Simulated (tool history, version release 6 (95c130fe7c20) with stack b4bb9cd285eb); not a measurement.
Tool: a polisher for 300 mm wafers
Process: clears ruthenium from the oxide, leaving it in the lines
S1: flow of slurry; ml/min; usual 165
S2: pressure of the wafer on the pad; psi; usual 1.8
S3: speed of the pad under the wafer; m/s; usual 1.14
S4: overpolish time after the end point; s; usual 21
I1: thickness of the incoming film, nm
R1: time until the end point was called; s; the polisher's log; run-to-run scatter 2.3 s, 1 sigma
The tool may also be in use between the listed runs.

run 1 hour=0.0 | S1=165 S2=1.8 S3=1.14 S4=21 | I1=140.5 | R1=136.2
-- hour=106.8 worn pad replaced by a new one
run 2 hour=118.9 | S1=165 S2=1.8 S3=1.14 S4=21 | I1=141.5 | R1=132.6
run 3 hour=168.4 | S1=165 S2=1.8 S3=1.14 S4=21 | I1=142.7 | R1=135.6
-- hour=354.0 worn pad replaced by a new one
-- hour=366.3 head pressure recalibrated
run 4 hour=367.7 | S1=165 S2=1.8 S3=1.14 S4=21 | I1=140.1 | R1=141.6
-- hour=411.1 slurry nozzle cleaned
run 5 hour=425.5 | S1=165 S2=1.8 S3=1.14 S4=21 | I1=141.4 | R1=144.2
run 6 hour=467.8 | S1=165 S2=1.8 S3=1.14 S4=21 | I1=142.7 | R1=144.6
run 7 hour=530.2 | S1=165 S2=1.8 S3=1.14 S4=21 | I1=138.4 | R1=134.8
run 8 hour=571.8 | S1=165 S2=1.8 S3=1.14 S4=21 | I1=140.7 | R1=136.6
run 9 hour=618.6 | S1=205 S2=1.8 S3=1.14 S4=21 | I1=141.4 | R1=141.5
-- hour=651.3 worn pad replaced by a new one
run 10 hour=677.9 | S1=165 S2=1.8 S3=0.86 S4=21 | I1=142.6 | R1=187.2
run 11 hour=739.4 | S1=165 S2=1.8 S3=0.86 S4=21 | I1=139.3 | R1=179.8
run 12 hour=810.7 | S1=165 S2=1.8 S3=0.86 S4=21 | I1=139.4 | R1=174.4
run 13 hour=864.4 | S1=165 S2=1.8 S3=1.24 S4=21 | I1=142.8 | R1=123.7
run 14 hour=903.0 | S1=165 S2=1.8 S3=1.14 S4=21 | I1=139.6 | R1=130.1
-- hour=943.9 worn pad replaced by a new one
-- hour=946.5 slurry nozzle cleaned
run 15 hour=951.3 | S1=165 S2=1.8 S3=1.14 S4=13 | I1=140.9 | R1=129.6
run 16 hour=1014.2 | S1=210 S2=1.8 S3=1.14 S4=28 | I1=138.2 | R1=124.1
-- hour=1018.5 head pressure recalibrated
run 17 hour=1046.5 | S1=165 S2=1.8 S3=1.14 S4=13 | I1=139.7 | R1=139.3
run 18 hour=1109.1 | S1=165 S2=1.8 S3=1.48 S4=21 | I1=140.6 | R1=108.4
run 19 hour=1137.8 | S1=115 S2=1.8 S3=1.14 S4=21 | I1=137.9 | R1=142.9
run 20 hour=1204.4 | S1=165 S2=1.8 S3=1.14 S4=11 | I1=140.9 | R1=140.1
-- hour=1238.4 worn pad replaced by a new one
run 21 hour=1238.9 | S1=165 S2=1.8 S3=0.78 S4=34 | I1=138.6 | R1=203.5
run 22 hour=1306.1 | S1=165 S2=1.8 S3=1.14 S4=21 | I1=143.1 | R1=139.9
run 23 hour=1369.0 | S1=165 S2=1.8 S3=1.14 S4=21 | I1=139.6 | R1=134.3
run 24 hour=1394.4 | S1=165 S2=1.8 S3=1.14 S4=21 | I1=140.8 | R1=135.9

Here are 3 independent what-if runs from the current tool condition. What would each one return?
run A hour=1394.9 | S1=165 S2=1.8 S3=1.14 S4=21 | I1=139.1 | R1=?
run B hour=1394.9 | S1=165 S2=2.2 S3=1.14 S4=14 | I1=139.1 | R1=?
run C hour=1394.9 | S1=225 S2=2.1 S3=1.14 S4=21 | I1=139.1 | R1=?

run=A R1=132.7
run=B R1=112.9
run=C R1=113.4
Take away the tool's hidden state, keep each run's random variation, and the runs would have read:
run=A R1=136.2
run=B R1=115.9
run=C R1=116.5
